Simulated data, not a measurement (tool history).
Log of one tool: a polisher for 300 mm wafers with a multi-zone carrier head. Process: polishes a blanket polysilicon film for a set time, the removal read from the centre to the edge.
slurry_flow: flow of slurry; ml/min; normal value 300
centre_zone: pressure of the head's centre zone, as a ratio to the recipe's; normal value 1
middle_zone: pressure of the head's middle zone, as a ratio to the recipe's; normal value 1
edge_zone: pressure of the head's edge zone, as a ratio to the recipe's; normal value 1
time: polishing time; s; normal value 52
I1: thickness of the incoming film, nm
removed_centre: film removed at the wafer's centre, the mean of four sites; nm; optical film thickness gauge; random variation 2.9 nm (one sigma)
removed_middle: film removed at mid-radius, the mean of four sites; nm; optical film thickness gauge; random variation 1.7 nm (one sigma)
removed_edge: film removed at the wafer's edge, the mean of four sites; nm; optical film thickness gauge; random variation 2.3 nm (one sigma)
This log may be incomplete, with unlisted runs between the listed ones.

run 1 hour=0 | slurry_flow=300 centre_zone=1 middle_zone=1 edge_zone=1 time=52 | I1=1840.2 | removed_centre=213.1 removed_middle=214.3 removed_edge=219.1
run 2 hour=15.3 | slurry_flow=300 centre_zone=1 middle_zone=1 edge_zone=1 time=52 | I1=1877.3 | removed_centre=205.1 removed_middle=214.9 removed_edge=216.7
-- hour=23.3 worn pad replaced by a new one
run 3 hour=50.5 | slurry_flow=300 centre_zone=1 middle_zone=1 edge_zone=1 time=52 | I1=1876.5 | removed_centre=224 removed_middle=229 removed_edge=230.8
run 4 hour=79.1 | slurry_flow=300 centre_zone=1 middle_zone=1 edge_zone=1 time=52 | I1=1899.8 | removed_centre=218.2 removed_middle=221 removed_edge=219.9
run 5 hour=113.2 | slurry_flow=300 centre_zone=1 middle_zone=1 edge_zone=1 time=52 | I1=1860.1 | removed_centre=209.8 removed_middle=216.4 removed_edge=217.4
-- hour=131.8 carrier head's membrane replaced by a new one
run 6 hour=132.3 | slurry_flow=300 centre_zone=1.05 middle_zone=1 edge_zone=1 time=61 | I1=1857.5 | removed_centre=251.9 removed_middle=250.4 removed_edge=251.5
-- hour=156.1 worn pad replaced by a new one
-- hour=161.8 edge zone pressure recalibrated
run 7 hour=162.5 | slurry_flow=300 centre_zone=1.05 middle_zone=1 edge_zone=1 time=61 | I1=1877.8 | removed_centre=277.2 removed_middle=264.1 removed_edge=267.8
-- hour=178.6 centre zone pressure recalibrated
run 8 hour=179.1 | slurry_flow=300 centre_zone=1 middle_zone=1 edge_zone=1 time=52 | I1=1865.8 | removed_centre=218.7 removed_middle=222.4 removed_edge=225.2
run 9 hour=209.6 | slurry_flow=300 centre_zone=0.92 middle_zone=0.92 edge_zone=0.92 time=39 | I1=1837.1 | removed_centre=145.7 removed_middle=154.5 removed_edge=162.3
-- hour=220.7 slurry nozzle cleaned
run 10 hour=229 | slurry_flow=300 centre_zone=1 middle_zone=1 edge_zone=1 time=52 | I1=1861 | removed_centre=223 removed_middle=226.9 removed_edge=226.6
run 11 hour=249.5 | slurry_flow=300 centre_zone=1 middle_zone=1 edge_zone=1 time=52 | I1=1910.5 | removed_centre=213.8 removed_middle=221.4 removed_edge=218.6
run 12 hour=263.1 | slurry_flow=355 centre_zone=1.12 middle_zone=1.05 edge_zone=1 time=60 | I1=1910.7 | removed_centre=288.2 removed_middle=267.9 removed_edge=256.3
run 13 hour=289.6 | slurry_flow=300 centre_zone=1 middle_zone=1 edge_zone=1 time=52 | I1=1898 | removed_centre=212.7 removed_middle=213.8 removed_edge=216.8
-- hour=302.4 worn pad replaced by a new one
run 14 hour=314.2 | slurry_flow=300 centre_zone=0.96 middle_zone=1.06 edge_zone=1 time=52 | I1=1863.2 | removed_centre=217.3 removed_middle=240.8 removed_edge=232.8
run 15 hour=340.2 | slurry_flow=300 centre_zone=1.03 middle_zone=1.11 edge_zone=1.1 time=63 | I1=1879.3 | removed_centre=269 removed_middle=293.6 removed_edge=284.5
run 16 hour=363.8 | slurry_flow=300 centre_zone=1 middle_zone=1 edge_zone=1 time=47 | I1=1868.1 | removed_centre=196.1 removed_middle=199.1 removed_edge=200.8
run 17 hour=388.1 | slurry_flow=330 centre_zone=1 middle_zone=1.05 edge_zone=1 time=52 | I1=1884.2 | removed_centre=217.8 removed_middle=228.8 removed_edge=214.2
run 18 hour=416.7 | slurry_flow=300 centre_zone=1.04 middle_zone=1 edge_zone=1 time=52 | I1=1870.1 | removed_centre=218 removed_middle=213.5 removed_edge=211
-- hour=435 worn pad replaced by a new one
run 19 hour=437.2 | slurry_flow=300 centre_zone=1 middle_zone=1.09 edge_zone=1 time=57 | I1=1905.7 | removed_centre=244.9 removed_middle=266.4 removed_edge=248.2
run 20 hour=465.6 | slurry_flow=330 centre_zone=1 middle_zone=1 edge_zone=1.12 time=52 | I1=1893.7 | removed_centre=222.3 removed_middle=224.3 removed_edge=236.6
run 21 hour=487.8 | slurry_flow=300 centre_zone=1 middle_zone=1 edge_zone=1 time=52 | I1=1851.6 | removed_centre=216.4 removed_middle=216 removed_edge=225.2
run 22 hour=522.3 | slurry_flow=300 centre_zone=1 middle_zone=1.1 edge_zone=0.97 time=57 | I1=1874.7 | removed_centre=226.3 removed_middle=245.6 removed_edge=229.8

Here are 4 independent what-if runs from the current tool condition. What would each one return?
run A hour=522.7 | slurry_flow=300 centre_zone=1 middle_zone=1 edge_zone=1 time=52 | I1=1878.6 | removed_centre=? removed_middle=? removed_edge=?
run B hour=522.7 | slurry_flow=300 centre_zone=1 middle_zone=1 edge_zone=1.09 time=52 | I1=1878.6 | removed_centre=? removed_middle=? removed_edge=?
run C hour=522.7 | slurry_flow=300 centre_zone=0.94 middle_zone=1 edge_zone=1 time=52 | I1=1878.6 | removed_centre=? removed_middle=? removed_edge=?
run D hour=522.7 | slurry_flow=380 centre_zone=1 middle_zone=1.1 edge_zone=0.88 time=62 | I1=1878.6 | removed_centre=? removed_middle=? removed_edge=?

run=A removed_centre=203.9 removed_middle=211.5 removed_edge=212.9
run=B removed_centre=203.9 removed_middle=211.5 removed_edge=218.5
run=C removed_centre=191.6 removed_middle=211.6 removed_edge=212.9
run=D removed_centre=252.9 removed_middle=279 removed_edge=251
With no hidden state in the tool, these same runs would have given:
run=A removed_centre=233.5 removed_middle=240.7 removed_edge=238.8
run=B removed_centre=233.5 removed_middle=240.7 removed_edge=245.1
run=C removed_centre=219.4 removed_middle=240.8 removed_edge=238.8
run=D removed_centre=285.5 removed_middle=313.5 removed_edge=279.1

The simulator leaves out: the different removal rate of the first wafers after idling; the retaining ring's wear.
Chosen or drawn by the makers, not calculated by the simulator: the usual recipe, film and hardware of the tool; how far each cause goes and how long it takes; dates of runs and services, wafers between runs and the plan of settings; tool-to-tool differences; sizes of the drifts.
